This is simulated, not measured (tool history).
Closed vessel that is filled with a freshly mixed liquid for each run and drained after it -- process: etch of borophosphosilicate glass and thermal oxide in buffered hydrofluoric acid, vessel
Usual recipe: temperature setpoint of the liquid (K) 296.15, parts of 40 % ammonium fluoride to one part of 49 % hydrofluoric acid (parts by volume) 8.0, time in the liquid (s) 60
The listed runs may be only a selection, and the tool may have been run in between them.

run	hour	temperature setpoint of the liquid (K)	parts of 40 % ammonium fluoride to one part of 49 % hydrofluoric acid (parts by volume)	time in the liquid (s)	wafers since the last listed run	hours since the thermometer was replaced	hours since the hydrofluoric acid flow meter was replaced	hours since the gauge calibration	read-back film thickness of the borophosphosilicate glass reference wafer, read on the same gauge (nm)	read-back film thickness of the thermal oxide reference wafer, read on the same gauge (nm)	thickness taken off the borophosphosilicate glass on a monitor wafer (angstrom)	thickness taken off the thermal oxide on a monitor wafer (angstrom)
1	0.0	293.15	8.0	30	0	1707.4	1233.3	48.5	30.01	109.98	444.1	327.8
2	17.9	296.15	8.5	60	1753	1725.3	1251.2	66.4	29.97	110.03	998.6	730.2
3	24.7	296.15	8.0	35	665	1732.1	1258.0	73.2	29.99	110.01	609.9	444.3
4	30.9	298.15	10.5	50	607	1738.3	1264.2	79.4	29.99	110.00	759.2	561.5
5	41.7	300.15	7.0	60	1057	1749.1	1275.0	90.2	30.00	110.00	1476.7	1095.1
6	56.4	296.15	9.5	40	1439	1763.8	1289.7	104.9	29.97	110.00	604.5	441.3
7	66.5	299.65	8.0	30	989	1773.9	1299.8	115.0	30.03	110.00	626.3	461.3
8	81.0	299.15	8.0	40	1420	1788.4	1314.3	129.5	30.01	109.99	802.0	594.7
9	89.9	292.15	8.0	60	871	1797.3	1323.2	138.4	30.01	109.99	837.6	613.9
10	96.1	296.15	8.0	60	607	1803.5	1329.4	144.6	30.02	110.01	1032.9	762.4
11	108.8	296.15	8.0	60	1243	1816.2	1342.1	157.3	30.02	110.01	1035.5	765.1
# hour 116.2: hydrofluoric acid flow meter replaced
12	122.3	296.15	8.0	75	1224	1829.7	6.1	170.8	30.00	109.98	1450.9	1063.6
13	131.0	294.65	10.5	60	852	1838.4	14.8	179.5	30.01	110.01	839.7	619.8
14	140.8	291.15	8.0	80	959	1848.2	24.6	189.3	30.01	110.00	1185.9	870.2
# hour 144.4: thermometer replaced
15	151.1	298.65	8.0	60	910	6.7	34.9	199.6	29.96	110.02	1141.7	854.0
16	159.5	296.15	8.0	60	822	15.1	43.3	208.0	30.01	110.03	1002.5	735.7
17	166.1	296.15	8.0	60	646	21.7	49.9	214.6	29.98	110.01	1014.4	741.5
18	181.3	296.15	8.0	60	1488	36.9	65.1	229.8	30.00	110.01	1008.4	739.3
19	193.5	296.15	5.5	60	1194	49.1	77.3	242.0	30.00	110.00	1448.7	1056.6
20	208.9	294.65	6.0	60	1508	64.5	92.7	257.4	30.02	109.97	1241.6	903.4
21	225.6	299.65	8.0	30	1635	81.2	109.4	274.1	29.99	110.00	609.4	448.0
22	238.6	294.65	5.5	85	1273	94.2	122.4	287.1	29.99	110.01	1892.2	1382.9
23	249.4	294.15	8.0	60	1057	105.0	133.2	297.9	30.01	110.01	896.5	666.4
24	266.8	296.15	11.0	60	1704	122.4	150.6	315.3	29.98	110.00	757.6	559.7
25	275.8	301.15	9.0	30	881	131.4	159.6	324.3	30.00	110.02	588.1	431.6

4 ways to go on from here, each from the tool as it stands after run 25. What would each give?
A	276.5	296.15	9.5	60	68	132.1	160.3	325.0	?	?	?	?
B	276.5	301.15	6.0	60	68	132.1	160.3	325.0	?	?	?	?
C	276.5	293.15	11.0	30	68	132.1	160.3	325.0	?	?	?	?
D	276.5	299.15	8.0	60	68	132.1	160.3	325.0	?	?	?	?

run	read-back film thickness of the borophosphosilicate glass reference wafer, read on the same gauge (nm)	read-back film thickness of the thermal oxide reference wafer, read on the same gauge (nm)	thickness taken off the borophosphosilicate glass on a monitor wafer (angstrom)	thickness taken off the thermal oxide on a monitor wafer (angstrom)
A	29.99	109.99	855.0	635.2
B	29.99	109.99	1733.6	1284.5
C	29.99	109.99	318.2	236.2
D	29.99	109.99	1173.5	871.9
With no hidden state in the tool, these same runs would have given:
run	thickness taken off the borophosphosilicate glass on a monitor wafer (angstrom)	thickness taken off the thermal oxide on a monitor wafer (angstrom)
A	836.0	620.7
B	1703.4	1261.2
C	312.6	231.9
D	1156.4	858.7

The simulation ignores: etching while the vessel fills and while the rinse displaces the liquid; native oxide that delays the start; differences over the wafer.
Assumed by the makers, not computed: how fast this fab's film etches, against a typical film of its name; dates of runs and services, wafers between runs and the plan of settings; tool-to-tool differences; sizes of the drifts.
